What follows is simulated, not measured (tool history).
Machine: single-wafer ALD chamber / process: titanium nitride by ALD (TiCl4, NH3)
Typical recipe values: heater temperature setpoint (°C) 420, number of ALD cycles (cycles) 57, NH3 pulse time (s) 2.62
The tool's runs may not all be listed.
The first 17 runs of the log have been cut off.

| run | hour | heater temperature setpoint (°C) | number of ALD cycles (cycles) | NH3 pulse time (s) | read-back reference wafer on the same gauge, thickness_nm | mean film thickness on the monitor wafer (Å) |
|---|---|---|---|---|---|---|
| 18 | 945.2 | 420 | 57 | 2.62 | 1.51 | 13.08 |
| 19 | 972.4 | 429 | 57 | 2.62 | 1.511 | 13.1 |
| 20 | 1027.9 | 426 | 57 | 2.62 | 1.51 | 13.11 |
| 21 | 1096.2 | 426 | 57 | 2.62 | 1.51 | 13.12 |
| 22 | 1149.6 | 427 | 57 | 2.62 | 1.51 | 13.07 |
| 23 | 1184.6 | 420 | 57 | 1.77 | 1.511 | 12.97 |
| 24 | 1216 | 410 | 54 | 1.62 | 1.509 | 12.21 |
| 25 | 1265.5 | 406 | 54 | 2.62 | 1.51 | 12.35 |
| 26 | 1335 | 434 | 57 | 2.62 | 1.511 | 13.02 |
| 27 | 1399.9 | 420 | 57 | 2.62 | 1.511 | 13.13 |
| 28 | 1451.9 | 420 | 64 | 2.62 | 1.51 | 14.66 |

What will run 29 give?
| 29 | 1517.7 | 410 | 49 | 3.47 | ? | ? |

Run 29 measured read-back reference wafer on the same gauge, thickness_nm 1.51, mean film thickness on the monitor wafer (Å) 11.27.
Were there no unlogged condition in the tool, this run, its random variation unchanged, would have produced mean film thickness on the monitor wafer (Å) 11.27.
